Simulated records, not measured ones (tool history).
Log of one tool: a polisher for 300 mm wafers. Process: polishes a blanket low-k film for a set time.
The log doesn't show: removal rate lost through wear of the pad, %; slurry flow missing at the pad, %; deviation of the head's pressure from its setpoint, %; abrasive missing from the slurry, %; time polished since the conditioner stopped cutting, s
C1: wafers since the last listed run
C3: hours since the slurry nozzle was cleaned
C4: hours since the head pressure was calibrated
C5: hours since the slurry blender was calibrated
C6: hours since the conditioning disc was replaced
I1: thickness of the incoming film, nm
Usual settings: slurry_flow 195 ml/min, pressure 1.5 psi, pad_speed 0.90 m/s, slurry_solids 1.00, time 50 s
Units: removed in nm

{"run": 1, "hour": 0.0, "slurry_flow": 195, "pressure": 1.5, "pad_speed": 0.9, "slurry_solids": 1.0, "time": 50, "C1": 0, "wafers polished on this pad": 4304, "C3": 822.6, "C4": 517.2, "C5": 145.6, "C6": 316.4, "I1": 608.5, "removed": 14.6}
{"hour": 11.1, "done": "worn pad replaced by a new one"}
{"hour": 63.6, "done": "head pressure recalibrated"}
{"run": 2, "hour": 72.3, "slurry_flow": 195, "pressure": 1.5, "pad_speed": 0.9, "slurry_solids": 1.0, "time": 43, "C1": 651, "wafers polished on this pad": 581, "C3": 894.9, "C4": 8.7, "C5": 217.9, "C6": 388.7, "I1": 607.4, "removed": 13.5}
{"hour": 100.8, "done": "slurry nozzle cleaned"}
{"run": 3, "hour": 157.5, "slurry_flow": 195, "pressure": 1.5, "pad_speed": 0.9, "slurry_solids": 1.0, "time": 43, "C1": 827, "wafers polished on this pad": 1408, "C3": 56.7, "C4": 93.9, "C5": 303.1, "C6": 473.9, "I1": 623.3, "removed": 13.5}
{"hour": 169.1, "done": "conditioning disc replaced and pad reconditioned"}
{"run": 4, "hour": 263.9, "slurry_flow": 250, "pressure": 1.5, "pad_speed": 0.9, "slurry_solids": 1.1, "time": 50, "C1": 1025, "wafers polished on this pad": 2433, "C3": 163.1, "C4": 200.3, "C5": 409.5, "C6": 94.8, "I1": 605.3, "removed": 16.8}
{"run": 5, "hour": 354.3, "slurry_flow": 250, "pressure": 1.5, "pad_speed": 0.9, "slurry_solids": 1.1, "time": 50, "C1": 887, "wafers polished on this pad": 3321, "C3": 253.5, "C4": 290.7, "C5": 499.9, "C6": 185.2, "I1": 617.1, "removed": 16.4}
{"hour": 439.0, "done": "slurry blender recalibrated"}
{"run": 6, "hour": 445.0, "slurry_flow": 195, "pressure": 1.5, "pad_speed": 1.0, "slurry_solids": 1.0, "time": 45, "C1": 871, "wafers polished on this pad": 4193, "C3": 344.2, "C4": 381.4, "C5": 6.0, "C6": 275.9, "I1": 618.1, "removed": 14.6}
{"hour": 475.1, "done": "worn pad replaced by a new one"}
{"run": 7, "hour": 491.4, "slurry_flow": 195, "pressure": 1.5, "pad_speed": 1.0, "slurry_solids": 1.0, "time": 45, "C1": 416, "wafers polished on this pad": 160, "C3": 390.6, "C4": 427.8, "C5": 52.4, "C6": 322.3, "I1": 600.0, "removed": 15.2}
{"run": 8, "hour": 547.9, "slurry_flow": 195, "pressure": 1.5, "pad_speed": 0.9, "slurry_solids": 1.0, "time": 50, "C1": 554, "wafers polished on this pad": 715, "C3": 447.1, "C4": 484.3, "C5": 108.9, "C6": 378.8, "I1": 609.8, "removed": 15.5}
{"run": 9, "hour": 594.8, "slurry_flow": 195, "pressure": 1.1, "pad_speed": 0.9, "slurry_solids": 0.75, "time": 50, "C1": 460, "wafers polished on this pad": 1176, "C3": 494.0, "C4": 531.2, "C5": 155.8, "C6": 425.7, "I1": 614.4, "removed": 8.3}
{"hour": 643.3, "done": "conditioning disc replaced and pad reconditioned"}
{"run": 10, "hour": 680.7, "slurry_flow": 195, "pressure": 1.1, "pad_speed": 0.9, "slurry_solids": 0.75, "time": 50, "C1": 824, "wafers polished on this pad": 2000, "C3": 579.9, "C4": 617.1, "C5": 241.7, "C6": 37.4, "I1": 606.8, "removed": 8.4}
{"hour": 694.7, "done": "head pressure recalibrated"}
{"run": 11, "hour": 842.5, "slurry_flow": 195, "pressure": 1.3, "pad_speed": 0.9, "slurry_solids": 1.1, "time": 50, "C1": 1569, "wafers polished on this pad": 3569, "C3": 741.7, "C4": 147.8, "C5": 403.5, "C6": 199.2, "I1": 620.1, "removed": 14.0}
{"hour": 889.5, "done": "slurry nozzle cleaned"}
{"run": 12, "hour": 937.9, "slurry_flow": 195, "pressure": 1.5, "pad_speed": 0.9, "slurry_solids": 1.0, "time": 50, "C1": 927, "wafers polished on this pad": 4497, "C3": 48.4, "C4": 243.2, "C5": 498.9, "C6": 294.6, "I1": 609.7, "removed": 14.7}
{"hour": 980.2, "done": "worn pad replaced by a new one, of another model than before"}
{"hour": 994.4, "done": "slurry blender recalibrated"}
{"run": 13, "hour": 1026.7, "slurry_flow": 195, "pressure": 1.5, "pad_speed": 0.9, "slurry_solids": 1.0, "time": 55, "C1": 813, "wafers polished on this pad": 437, "C3": 137.2, "C4": 332.0, "C5": 32.3, "C6": 383.4, "I1": 612.7, "removed": 17.0}
{"hour": 1202.9, "done": "head pressure recalibrated"}
{"hour": 1216.6, "done": "conditioning disc replaced and pad reconditioned"}
{"run": 14, "hour": 1259.6, "slurry_flow": 195, "pressure": 1.5, "pad_speed": 0.98, "slurry_solids": 1.0, "time": 50, "C1": 2248, "wafers polished on this pad": 2685, "C3": 370.1, "C4": 56.7, "C5": 265.2, "C6": 43.0, "I1": 606.1, "removed": 15.8}
{"run": 15, "hour": 1360.8, "slurry_flow": 160, "pressure": 1.5, "pad_speed": 0.9, "slurry_solids": 1.25, "time": 50, "C1": 994, "wafers polished on this pad": 3679, "C3": 471.3, "C4": 157.9, "C5": 366.4, "C6": 144.2, "I1": 600.5, "removed": 16.5}
{"hour": 1425.6, "done": "worn pad replaced by a new one"}
{"run": 16, "hour": 1464.5, "slurry_flow": 260, "pressure": 1.5, "pad_speed": 1.12, "slurry_solids": 0.8, "time": 50, "C1": 979, "wafers polished on this pad": 381, "C3": 575.0, "C4": 261.6, "C5": 470.1, "C6": 247.9, "I1": 612.4, "removed": 14.5}
{"hour": 1549.0, "done": "slurry blender recalibrated"}
{"run": 17, "hour": 1588.0, "slurry_flow": 195, "pressure": 1.5, "pad_speed": 0.9, "slurry_solids": 1.0, "time": 50, "C1": 1193, "wafers polished on this pad": 1575, "C3": 698.5, "C4": 385.1, "C5": 39.0, "C6": 371.4, "I1": 602.0, "removed": 15.2}
{"run": 18, "hour": 1636.0, "slurry_flow": 195, "pressure": 1.5, "pad_speed": 0.9, "slurry_solids": 0.8, "time": 68, "C1": 471, "wafers polished on this pad": 2046, "C3": 746.5, "C4": 433.1, "C5": 87.0, "C6": 419.4, "I1": 616.3, "removed": 16.8}
{"run": 19, "hour": 1684.9, "slurry_flow": 195, "pressure": 1.5, "pad_speed": 0.9, "slurry_solids": 1.0, "time": 50, "C1": 480, "wafers polished on this pad": 2526, "C3": 795.4, "C4": 482.0, "C5": 135.9, "C6": 468.3, "I1": 620.4, "removed": 15.2}
{"hour": 1708.9, "done": "conditioning disc replaced and pad reconditioned"}
{"run": 20, "hour": 1775.8, "slurry_flow": 195, "pressure": 1.5, "pad_speed": 0.9, "slurry_solids": 1.0, "time": 50, "C1": 873, "wafers polished on this pad": 3400, "C3": 886.3, "C4": 572.9, "C5": 226.8, "C6": 66.9, "I1": 607.4, "removed": 14.9}
{"hour": 1796.1, "done": "slurry nozzle cleaned"}
{"hour": 1796.9, "done": "head pressure recalibrated"}
{"run": 21, "hour": 1838.8, "slurry_flow": 195, "pressure": 1.1, "pad_speed": 1.02, "slurry_solids": 1.0, "time": 50, "C1": 601, "wafers polished on this pad": 4001, "C3": 42.7, "C4": 41.9, "C5": 289.8, "C6": 129.9, "I1": 604.9, "removed": 13.1}
{"hour": 1905.4, "done": "worn pad replaced by a new one"}
{"run": 22, "hour": 1916.3, "slurry_flow": 195, "pressure": 1.5, "pad_speed": 0.9, "slurry_solids": 0.8, "time": 50, "C1": 721, "wafers polished on this pad": 106, "C3": 120.2, "C4": 119.4, "C5": 367.3, "C6": 207.4, "I1": 615.2, "removed": 12.5}
{"run": 23, "hour": 2093.5, "slurry_flow": 195, "pressure": 1.5, "pad_speed": 1.12, "slurry_solids": 1.15, "time": 50, "C1": 1740, "wafers polished on this pad": 1847, "C3": 297.4, "C4": 296.6, "C5": 544.5, "C6": 384.6, "I1": 611.2, "removed": 18.7}
{"hour": 2130.0, "done": "slurry blender recalibrated"}
{"run": 24, "hour": 2162.6, "slurry_flow": 195, "pressure": 1.5, "pad_speed": 0.9, "slurry_solids": 1.0, "time": 50, "C1": 659, "wafers polished on this pad": 2506, "C3": 366.5, "C4": 365.7, "C5": 32.6, "C6": 453.7, "I1": 605.4, "removed": 15.2}
{"hour": 2242.3, "done": "conditioning disc replaced and pad reconditioned"}
{"run": 25, "hour": 2255.4, "slurry_flow": 130, "pressure": 1.1, "pad_speed": 1.18, "slurry_solids": 1.0, "time": 50, "C1": 891, "wafers polished on this pad": 3398, "C3": 459.3, "C4": 458.5, "C5": 125.4, "C6": 13.1, "I1": 617.0, "removed": 12.6}

The same runs without the tool's hidden state, with the same run-to-run variation:
run=1 removed=15.4
run=2 removed=13.5
run=3 removed=13.6
run=4 removed=17.1
run=5 removed=16.9
run=6 removed=15.5
run=7 removed=15.3
run=8 removed=15.6
run=9 removed=8.4
run=10 removed=8.5
run=11 removed=14.6
run=12 removed=15.6
run=13 removed=17.1
run=14 removed=16.2
run=15 removed=17.2
run=16 removed=14.5
run=17 removed=15.3
run=18 removed=17.0
run=19 removed=15.5
run=20 removed=15.4
run=21 removed=13.8
run=22 removed=12.7
run=23 removed=19.1
run=24 removed=15.7
run=25 removed=13.1
